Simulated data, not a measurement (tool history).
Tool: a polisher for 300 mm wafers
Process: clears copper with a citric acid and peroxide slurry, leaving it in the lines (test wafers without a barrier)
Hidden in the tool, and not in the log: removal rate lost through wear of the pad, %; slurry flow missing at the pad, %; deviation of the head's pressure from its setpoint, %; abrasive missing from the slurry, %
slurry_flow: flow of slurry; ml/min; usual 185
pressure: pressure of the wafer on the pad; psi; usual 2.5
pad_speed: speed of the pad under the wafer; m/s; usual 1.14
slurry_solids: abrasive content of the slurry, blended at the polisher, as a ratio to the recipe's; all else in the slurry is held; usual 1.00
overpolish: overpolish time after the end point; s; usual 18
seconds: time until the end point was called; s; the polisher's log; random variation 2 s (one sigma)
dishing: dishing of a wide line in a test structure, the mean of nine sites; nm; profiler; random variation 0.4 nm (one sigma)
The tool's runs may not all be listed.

run	hour	slurry_flow	pressure	pad_speed	slurry_solids	overpolish	wafers since the last listed run	wafers polished on this pad	hours since the slurry nozzle was cleaned	hours since the head pressure was calibrated	hours since the slurry blender was calibrated	incoming thickness of the incoming film, nm	seconds	dishing
1	0.0	185	2.5	1.14	1.00	18	0	466	483.2	54.8	204.6	297.8	129.7	27.8
# hour 30.4: slurry nozzle cleaned
2	33.1	185	2.5	1.14	1.00	18	228	694	2.7	87.9	237.7	303.9	115.8	31.8
3	51.9	185	2.5	1.14	1.00	18	133	827	21.5	106.7	256.5	301.8	117.6	30.8
4	85.8	185	3.0	1.14	1.00	18	240	1068	55.4	140.6	290.4	300.0	103.8	35.2
5	112.1	185	3.0	1.14	1.00	18	186	1255	81.7	166.9	316.7	299.0	104.7	35.5
6	126.2	185	1.8	0.76	0.75	18	100	1355	95.8	181.0	330.8	298.0	237.0	16.3
# hour 131.6: slurry blender recalibrated
7	143.8	130	2.5	0.92	1.00	8	110	1466	113.4	198.6	12.2	299.8	155.3	11.4
8	175.7	185	2.5	1.14	1.00	18	226	1693	145.3	230.5	44.1	299.3	118.9	31.2
# hour 198.3: worn pad replaced by a new one
9	205.5	185	2.5	1.14	1.15	13	183	51	175.1	260.3	73.9	306.4	121.2	23.3
10	222.5	185	2.5	1.14	1.00	18	120	172	192.1	277.3	90.9	302.4	124.5	30.1
11	241.5	220	2.9	1.14	0.75	15	135	307	211.1	296.3	109.9	304.8	114.7	27.8
12	314.2	185	2.5	1.14	1.00	18	516	823	283.8	369.0	182.6	302.5	126.9	30.0
13	335.6	185	2.5	1.14	1.00	18	152	975	305.2	390.4	204.0	297.9	122.0	29.7
14	409.5	185	2.5	1.38	0.85	18	525	1501	379.1	464.3	277.9	298.8	109.7	32.9
# hour 429.9: worn pad replaced by a new one
15	437.8	160	2.5	1.38	1.00	13	172	55	407.4	492.6	306.2	305.4	110.9	25.9
# hour 456.4: slurry blender recalibrated
16	466.3	230	3.2	1.34	1.00	23	188	244	435.9	521.1	9.9	299.5	85.2	49.7
17	501.4	185	2.8	0.92	0.75	28	249	493	471.0	556.2	45.0	299.0	154.2	36.3
18	527.6	185	2.5	1.14	1.00	18	186	679	497.2	582.4	71.2	296.3	128.5	28.5
19	559.6	185	2.5	1.14	1.00	18	227	907	529.2	614.4	103.2	297.5	126.3	28.7
20	595.6	185	2.5	1.14	1.00	18	255	1163	565.2	650.4	139.2	295.1	129.6	27.7
21	610.8	185	2.8	1.14	1.00	26	108	1271	580.4	665.6	154.4	301.1	120.9	41.3
# hour 619.3: slurry nozzle cleaned
22	635.2	215	2.5	0.98	1.00	18	166	1437	15.9	690.0	178.8	294.2	135.3	27.6
23	647.9	185	3.0	1.14	1.00	18	90	1527	28.6	702.7	191.5	303.8	100.8	35.0
24	662.5	185	2.5	0.86	0.70	18	103	1631	43.2	717.3	206.1	297.8	169.3	22.5
25	688.4	185	1.6	1.14	1.00	15	184	1815	69.1	743.2	232.0	296.8	162.2	19.0
# hour 700.1: worn pad replaced by a new one
26	739.8	185	2.5	1.14	1.00	18	336	282	120.5	794.6	283.4	295.8	119.4	31.1
27	768.7	185	2.5	1.14	1.00	18	205	487	149.4	823.5	312.3	298.9	116.0	30.7
28	782.1	150	2.5	1.14	1.10	18	95	582	162.8	836.9	325.7	296.9	119.9	30.1

Hidden state or all else? Some run-to-run changes of seconds, split into what the settings, what came in and random variation would give without the hidden state, and what is left for the hidden state (with any gauge scatter that isn't in both results):
Run 1 -> 2: slurry nozzle cleaned. seconds -13.9 s: hidden state -15.0, all else +1.1.
Run 5 -> 6: pressure 3.0 -> 1.8, pad_speed 1.14 -> 0.76, slurry_solids 1.00 -> 0.75. seconds +132.3 s: hidden state +2.3, all else +130.0.
Run 6 -> 7: slurry_flow 185 -> 130, pressure 1.8 -> 2.5, pad_speed 0.76 -> 0.92, slurry_solids 0.75 -> 1.00, overpolish 18 -> 8, slurry blender recalibrated. seconds -81.7 s: hidden state +0.4, all else -82.1.
Run 21 -> 22: slurry_flow 185 -> 215, pressure 2.8 -> 2.5, pad_speed 1.14 -> 0.98, overpolish 26 -> 18, slurry nozzle cleaned. seconds +14.4 s: hidden state -14.5, all else +28.9.
